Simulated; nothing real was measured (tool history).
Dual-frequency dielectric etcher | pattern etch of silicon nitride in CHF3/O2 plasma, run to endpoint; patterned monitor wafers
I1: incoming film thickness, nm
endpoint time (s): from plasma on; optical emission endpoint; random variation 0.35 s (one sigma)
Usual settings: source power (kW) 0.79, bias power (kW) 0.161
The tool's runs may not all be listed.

Run 1, day 0: usual settings but source power (kW) 0.92, bias power (kW) 0.176; I1 105.4. Result: endpoint time (s) 64.8.
Run 2, day 0.275: usual settings but source power (kW) 0.92, bias power (kW) 0.176; I1 107. Result: endpoint time (s) 65.9.
Run 3, day 0.975: usual settings; I1 105.6. Result: endpoint time (s) 70.6.
Run 4, day 1.654: usual settings; I1 103.8. Result: endpoint time (s) 68.9.
Run 5, day 2.008: usual settings but bias power (kW) 0.151; I1 104.9. Result: endpoint time (s) 71.7.
Run 6, day 2.6: usual settings but bias power (kW) 0.151; I1 105.7. Result: endpoint time (s) 72.3.
Run 7, day 2.933: usual settings but bias power (kW) 0.151; I1 106. Result: endpoint time (s) 72.7.
Run 8, day 3.475: usual settings; I1 106. Result: endpoint time (s) 70.8.
Run 9, day 4.054: usual settings but source power (kW) 0.91, bias power (kW) 0.135; I1 105.4. Result: endpoint time (s) 71.8.
Run 10, day 4.646: usual settings but source power (kW) 0.91, bias power (kW) 0.135; I1 104.8. Result: endpoint time (s) 70.9.
Run 11, day 5.038: usual settings but bias power (kW) 0.173; I1 106. Result: endpoint time (s) 70.4.
At day 6.162: bias power generator calibrated.
At day 6.521: upper electrode replaced, of another model than before.
Run 12, day 6.542: usual settings but bias power (kW) 0.173; I1 104.9. Result: endpoint time (s) 70.7.
Run 13, day 6.554: usual settings but source power (kW) 0.92; I1 105.6. Result: endpoint time (s) 66.6.
Run 14, day 7.683: usual settings but source power (kW) 0.92; I1 104.8. Result: endpoint time (s) 66.1.
At day 9.071: wet clean of the chamber.
Run 15, day 9.092: usual settings; I1 105.7. Result: endpoint time (s) 68.9.
Run 16, day 9.108: usual settings but source power (kW) 0.98, bias power (kW) 0.137; I1 105.7. Result: endpoint time (s) 64.
Run 17, day 9.45: usual settings but source power (kW) 0.61, bias power (kW) 0.143; I1 105.2. Result: endpoint time (s) 79.7.
At day 9.625: source power generator calibrated.
Run 18, day 10.058: usual settings but bias power (kW) 0.179; I1 104.7. Result: endpoint time (s) 67.2.
Run 19, day 10.467: usual settings but source power (kW) 0.93, bias power (kW) 0.195; I1 104.5. Result: endpoint time (s) 60.5.
Run 20, day 10.792: usual settings but source power (kW) 0.92, bias power (kW) 0.183; I1 104.9. Result: endpoint time (s) 61.7.
Run 21, day 11.262: usual settings; I1 105.1. Result: endpoint time (s) 68.6.
Run 22, day 11.704: usual settings; I1 105.4. Result: endpoint time (s) 68.5.
Run 23, day 12.329: usual settings; I1 105.5. Result: endpoint time (s) 68.8.
Run 24, day 12.658: usual settings but source power (kW) 0.7, bias power (kW) 0.134; I1 105.2. Result: endpoint time (s) 76.
Run 25, day 13.062: usual settings; I1 105.3. Result: endpoint time (s) 69.
Run 26, day 13.683: usual settings; I1 106. Result: endpoint time (s) 69.7.
Run 27, day 14.279: usual settings but source power (kW) 0.93, bias power (kW) 0.195; I1 105.3. Result: endpoint time (s) 61.9.
Run 28, day 14.771: usual settings but source power (kW) 0.98, bias power (kW) 0.183; I1 105.7. Result: endpoint time (s) 61.1.
Run 29, day 15.508: usual settings but source power (kW) 0.94, bias power (kW) 0.13; I1 104.4. Result: endpoint time (s) 66.
Run 30, day 15.888: usual settings but source power (kW) 0.86, bias power (kW) 0.179; I1 105.7. Result: endpoint time (s) 65.8.
Run 31, day 16.5: usual settings but source power (kW) 0.97, bias power (kW) 0.142; I1 104.8. Result: endpoint time (s) 64.5.
Run 32, day 16.821: usual settings but source power (kW) 0.67, bias power (kW) 0.126; I1 105.1. Result: endpoint time (s) 79.
Run 33, day 17.317: usual settings; I1 105.7. Result: endpoint time (s) 69.8.
Run 34, day 18.05: usual settings but source power (kW) 0.86, bias power (kW) 0.177; I1 105.4. Result: endpoint time (s) 65.7.

Hidden state or all else? Some run-to-run changes of endpoint time (s), split into what the settings, what came in and random variation would give without the hidden state, and what is left for the hidden state (with any gauge scatter that isn't in both results):
The hidden state here: etch rate over this chamber's usual, %; source power that arrives over what is set, %; bias power that arrives over what is set, %.
Run 11 -> 12: bias power generator calibrated, upper electrode replaced, of another model than before. endpoint time (s) +0.3: hidden state +0.3, all else +0.
Run 14 -> 15: source power (kW) 0.92 -> 0.79, wet clean of the chamber. endpoint time (s) +2.8: hidden state -3.2, all else +6.
Run 16 -> 17: source power (kW) 0.98 -> 0.61, bias power (kW) 0.137 -> 0.143. endpoint time (s) +15.7: hidden state +0, all else +15.7.
Run 17 -> 18: source power (kW) 0.61 -> 0.79, bias power (kW) 0.143 -> 0.179, source power generator calibrated. endpoint time (s) -12.5: hidden state +0.1, all else -12.6.
Run 31 -> 32: source power (kW) 0.97 -> 0.67, bias power (kW) 0.142 -> 0.126. endpoint time (s) +14.5: hidden state +0.3, all else +14.2.
